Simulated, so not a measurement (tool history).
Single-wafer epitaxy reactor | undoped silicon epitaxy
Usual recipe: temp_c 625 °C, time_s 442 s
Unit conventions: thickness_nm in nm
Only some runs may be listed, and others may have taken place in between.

run,hour,temp_c,time_s,"read-back reference wafer on the same gauge, thickness_nm",thickness_nm
1,0.0,625,442,44.375,41.999
# hour 70.5: gauge calibrated
2,73.5,625,442,44.447,41.998
3,166.7,625,442,44.448,41.908
4,218.3,625,442,44.415,42.487
5,258.9,625,442,44.388,42.113
6,359.4,617,472,44.419,37.260
7,400.0,617,472,44.426,36.967
8,449.3,625,388,44.370,37.270
9,540.5,634,442,44.425,53.659
10,601.6,625,442,44.410,43.005
11,646.0,625,442,44.396,43.063
12,715.3,625,442,44.380,43.232
13,761.8,625,442,44.412,43.061
14,855.8,625,510,44.367,49.725
15,893.2,625,442,44.364,43.360
16,986.7,621,387,44.397,34.359
17,1051.8,631,505,44.403,57.936

What does the tool deliver on the next run?
# hour 1078.8: pyrometer calibrated
18,1125.3,625,514,?,?

Run 18 yielded read-back reference wafer on the same gauge, thickness_nm 44.418, thickness_nm 41.948 nm.
With the hidden condition absent and the run-to-run variation left alone, this run would have shown thickness_nm 47.126 nm.
